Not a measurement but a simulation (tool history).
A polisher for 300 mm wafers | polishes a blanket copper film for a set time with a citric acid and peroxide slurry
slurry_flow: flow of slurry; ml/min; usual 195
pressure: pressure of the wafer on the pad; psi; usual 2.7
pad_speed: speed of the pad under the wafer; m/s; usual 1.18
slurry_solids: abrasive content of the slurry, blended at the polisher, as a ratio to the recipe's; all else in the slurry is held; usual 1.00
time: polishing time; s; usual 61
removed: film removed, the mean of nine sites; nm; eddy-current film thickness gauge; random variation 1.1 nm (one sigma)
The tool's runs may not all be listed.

run    hour  slurry_flow  pressure  pad_speed  slurry_solids  time  incoming thickness of the incoming film, nm  removed
  1     0.0          195       2.7       1.18           1.00    61                                        923.1    137.1
  2    47.5          195       2.7       1.18           1.00    61                                        943.5    136.3
  3   123.4          195       2.7       1.36           1.00    61                                        931.8    155.1
  4   203.6          195       2.7       1.36           1.00    61                                        941.1    153.2
  5   326.5          195       2.7       1.36           1.00    61                                        931.6    149.5
  6   430.8          195       2.7       1.18           1.00    61                                        928.4    128.5
      489.5  -- worn pad replaced by a new one
      509.7  -- slurry blender recalibrated
  7   523.5          195       2.7       1.18           1.00    61                                        924.4    133.4
  8   582.2          195       2.7       1.18           1.00    61                                        941.3    129.8
      620.9  -- slurry nozzle cleaned
      659.1  -- head pressure recalibrated
  9   667.3          195       2.7       1.18           1.00    61                                        917.8    133.5
 10   793.4          195       2.7       1.18           1.00    61                                        932.2    134.0
 11   859.3          195       2.7       1.04           1.00    69                                        938.6    133.2
 12   910.7          165       2.7       1.18           1.00    61                                        934.6    129.4
      995.4  -- slurry blender recalibrated
 13  1013.2          165       2.7       1.18           1.00    61                                        932.0    131.5
     1038.1  -- worn pad replaced by a new one
 14  1056.0          165       2.7       1.18           1.00    61                                        914.2    132.6
 15  1108.0          255       2.9       1.18           1.00    61                                        932.1    148.4
 16  1145.7          195       2.7       1.18           1.10    61                                        922.6    134.5
 17  1186.9          195       1.9       1.58           1.10    74                                        927.7    151.6
 18  1227.0          145       2.2       0.78           0.85    61                                        915.9     66.8
     1241.8  -- head pressure recalibrated
 19  1285.3          195       2.3       1.18           0.90    61                                        917.9    109.3
 20  1327.4          195       1.9       1.58           1.10    74                                        930.2    152.2
 21  1374.5          195       2.7       1.18           1.00    61                                        918.8    130.6
 22  1461.4          195       2.7       1.18           1.00    61                                        922.3    130.8
     1465.2  -- slurry nozzle cleaned
     1486.2  -- slurry blender recalibrated
     1508.0  -- worn pad replaced by a new one
 23  1526.3          225       2.7       1.18           1.00    79                                        926.4    180.4
 24  1719.6          195       3.0       1.18           1.00    61                                        945.9    144.3
 25  1795.3          175       2.7       0.94           1.00    61                                        937.3     99.9
 26  1869.2          195       2.7       1.00           1.00    61                                        934.2    108.5
     1873.5  -- head pressure recalibrated
 27  1919.6          195       2.7       1.18           1.00    61                                        922.3    133.9
     1951.7  -- worn pad replaced by a new one
     1977.0  -- slurry blender recalibrated
 28  1996.7          195       2.7       0.86           1.10    61                                        920.6    103.6
 29  2236.0          195       2.7       1.18           1.00    61                                        929.2    132.0
     2322.7  -- slurry nozzle cleaned
     2405.4  -- head pressure recalibrated
     2413.9  -- worn pad replaced by a new one
 30  2477.3          240       2.7       1.18           1.00    68                                        915.1    148.4

Forecast each of these 3 alternatives for the next run:
  A  2477.7          195       2.7       1.48           1.00    61                                        933.9        ?
  B  2477.7          195       2.7       1.58           1.00    82                                        933.9        ?
  C  2477.7          165       1.8       1.18           1.00    61                                        933.9        ?

run  removed
  A    163.3
  B    233.9
  C     86.1
Without the tool's hidden state the same runs would have given:
run  removed
  A    171.3
  B    245.3
  C     90.2
